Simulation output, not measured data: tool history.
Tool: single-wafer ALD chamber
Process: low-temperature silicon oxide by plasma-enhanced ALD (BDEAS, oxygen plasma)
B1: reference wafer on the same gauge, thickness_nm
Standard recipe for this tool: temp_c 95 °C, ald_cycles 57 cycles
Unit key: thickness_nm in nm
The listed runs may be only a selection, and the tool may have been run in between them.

Run 1, hour 0: usual settings but ald_cycles 50 cycles; B1 9.133. Result: thickness_nm 6.845 nm.
Run 2, hour 7.9: usual settings; B1 9.125. Result: thickness_nm 7.842 nm.
Run 3, hour 14.5: usual settings; B1 9.132. Result: thickness_nm 7.825 nm.
Run 4, hour 21.3: usual settings; B1 9.126. Result: thickness_nm 7.835 nm.
Run 5, hour 29.2: usual settings; B1 9.138. Result: thickness_nm 7.837 nm.
Run 6, hour 46.2: usual settings; B1 9.129. Result: thickness_nm 7.829 nm.
Run 7, hour 52.6: usual settings; B1 9.134. Result: thickness_nm 7.83 nm.
Run 8, hour 64.8: usual settings; B1 9.126. Result: thickness_nm 7.841 nm.
Run 9, hour 81.9: usual settings; B1 9.128. Result: thickness_nm 7.832 nm.
At hour 90.9: thermocouple changed; heater temperature recalibrated.
Run 10, hour 94.5: usual settings; B1 9.128. Result: thickness_nm 7.87 nm.
At hour 105.5: gauge calibrated.
Run 11, hour 106.4: usual settings but ald_cycles 65 cycles; B1 9.134. Result: thickness_nm 8.933 nm.
Run 12, hour 119: usual settings; B1 9.133. Result: thickness_nm 7.818 nm.
Run 13, hour 130.3: usual settings but temp_c 101 °C, ald_cycles 66 cycles; B1 9.128. Result: thickness_nm 8.893 nm.
Run 14, hour 141.1: usual settings but temp_c 85 °C, ald_cycles 61 cycles; B1 9.126. Result: thickness_nm 8.699 nm.
Run 15, hour 158.2: usual settings but temp_c 106 °C, ald_cycles 49 cycles; B1 9.133. Result: thickness_nm 6.547 nm.
Run 16, hour 172.3: usual settings; B1 9.135. Result: thickness_nm 7.835 nm.
Run 17, hour 182.8: usual settings but temp_c 108 °C, ald_cycles 68 cycles; B1 9.133. Result: thickness_nm 9.061 nm.
Run 18, hour 192.4: usual settings but temp_c 85 °C, ald_cycles 60 cycles; B1 9.13. Result: thickness_nm 8.577 nm.
Run 19, hour 209.5: usual settings but temp_c 81 °C, ald_cycles 64 cycles; B1 9.135. Result: thickness_nm 9.275 nm.
Run 20, hour 226: usual settings but temp_c 102 °C, ald_cycles 64 cycles; B1 9.133. Result: thickness_nm 8.589 nm.
Run 21, hour 237.7: usual settings but temp_c 85 °C, ald_cycles 53 cycles; B1 9.126. Result: thickness_nm 7.556 nm.
Run 22, hour 284.5: usual settings but temp_c 82 °C; B1 9.132. Result: thickness_nm 8.208 nm.
Run 23, hour 302.1: usual settings but temp_c 104 °C, ald_cycles 65 cycles; B1 9.129. Result: thickness_nm 8.699 nm.

List, for all runs, the conditions of the tool that the log does not record:
wafer temperature above the value expected at the setpoint (K): 0 in every run
gauge reads high (%): 0 in every run
